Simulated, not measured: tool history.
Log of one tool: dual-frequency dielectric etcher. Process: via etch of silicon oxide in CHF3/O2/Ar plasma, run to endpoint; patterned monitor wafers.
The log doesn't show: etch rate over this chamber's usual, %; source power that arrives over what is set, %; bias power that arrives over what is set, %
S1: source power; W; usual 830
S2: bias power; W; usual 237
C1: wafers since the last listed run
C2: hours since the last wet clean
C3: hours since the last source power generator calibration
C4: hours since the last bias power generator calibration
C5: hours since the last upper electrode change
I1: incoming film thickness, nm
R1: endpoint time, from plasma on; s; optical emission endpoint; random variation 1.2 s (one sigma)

run    hour    S1   S2    C1     C2      C3      C4      C5     I1     R1
  1       0   830  237     0   22.4    2956  1476.1  4112.3  781.4  330.5
  2    36.3   700  237   202   58.7  2992.3  1512.4  4148.6  778.8    351
  3   137.1   700  237   560  159.5  3093.1  1613.2  4249.4  784.7  353.9
  4   234.8   830  237   543  257.2  3190.8  1710.9  4347.1  777.6  331.8
  5   288.9   830  237   301  311.3  3244.9    1765  4401.2  778.3  329.2
  6   343.4   830  237   303  365.8  3299.4  1819.5  4455.7  787.4  335.1
  7   386.1   830  237   237  408.5  3342.1  1862.2  4498.4  778.2  329.8
      446.1  -- bias power generator calibrated
  8   471.3   830  237   451  493.7  3427.3    25.2  4583.6  790.6    328
  9   534.3   830  237   350  556.7  3490.3    88.2  4646.6  785.4  329.5
 10   605.9   830  237   398  628.3  3561.9   159.8  4718.2  785.6  329.7
 11   641.9   880  205   200  664.3  3597.9   195.8  4754.2  789.1  337.4
      696.6  -- wet clean of the chamber
 12   697.1   720  188   173    0.5  3653.1     251  4809.4  788.1  371.4
 13   746.9   830  237   277   50.3  3702.9   300.8  4859.2  787.4  331.7
 14   829.1   960  237   457  132.5  3785.1     383  4941.4  780.3  313.5
       1085  -- source power generator calibrated
 15  1085.5   680  220  1404  388.9     0.5   639.4  5197.8  775.1  351.9
 16  1146.2   620  274   337  449.6    61.2   700.1  5258.5  776.9  342.7
 17  1208.4   900  274   346  511.8   123.4   762.3  5320.7  780.7  301.7
 18  1255.4   890  266   261  558.8   170.4   809.3  5367.7  784.4    307
 19  1314.1   830  237   326  617.5   229.1     868  5426.4  786.1  325.3
     1359.8  -- upper electrode replaced
 20  1384.9  1020  220   260  688.3   299.9   938.8    25.1  786.2  306.8
 21  1462.6   830  237   432    766   377.6  1016.5   102.8  789.2  327.2
       1513  -- wet clean of the chamber
 22  1555.1   890  220   381   42.1   470.1    1109   195.3  781.5    323
 23  1656.3   830  254   563  143.3   571.3  1210.2   296.5  782.5  319.7
 24  1740.8   690  186   470  227.8   655.8  1294.7     381  788.8  374.5
 25  1798.7   780  286   322  285.7   713.7  1352.6   438.9  783.9  317.2
 26    1841   830  237   235    328     756  1394.9   481.2  784.5  327.1
 27    1916   980  210   417    403     831  1469.9   556.2  790.4  319.5
 28  1994.4   830  237   436  481.4   909.4  1548.3   634.6  790.7  330.1
 29  2035.5   760  191   228  522.5   950.5  1589.4   675.7  777.8  356.4
 30  2141.6   690  237   590  628.6  1056.6  1695.5   781.8  782.5  349.3
     2197.9  -- wet clean of the chamber
 31  2312.4   830  276   817  114.5  1227.4  1866.3   952.6  787.2  313.8
     2355.5  -- bias power generator calibrated
 32  2412.4   670  258   534  214.5  1327.4    56.9  1052.6  781.3  341.5
 33  2449.4   940  220   205  251.5  1364.4    93.9  1089.6  779.7    312
 34  2531.3   830  264   455  333.4  1446.3   175.8  1171.5  784.5  315.3
 35  2594.5   900  237   351  396.6  1509.5     239  1234.7  786.9  316.1

Measured less the same run without the tool's hidden state. The same run-to-run variation is in both; the gauge's scatter may not be:
run    R1
  1  +8.6
  2  +9.3
  3  +9.8
  4  +9.5
  5  +9.6
  6  +9.9
  7  +9.9
  8  +4.7
  9  +5.4
 10  +6.1
 11  +6.5
 12  +7.7
 13  +7.3
 14  +7.5
 15  +1.8
 16  +2.1
 17  +1.8
 18    +2
 19  +2.2
 20  +2.2
 21  +2.5
 22  +2.6
 23  +2.9
 24  +3.3
 25  +3.1
 26  +3.2
 27  +3.1
 28  +3.4
 29  +3.7
 30  +3.9
 31  +3.8
 32  +1.2
 33  +1.4
 34    +2
 35  +2.4
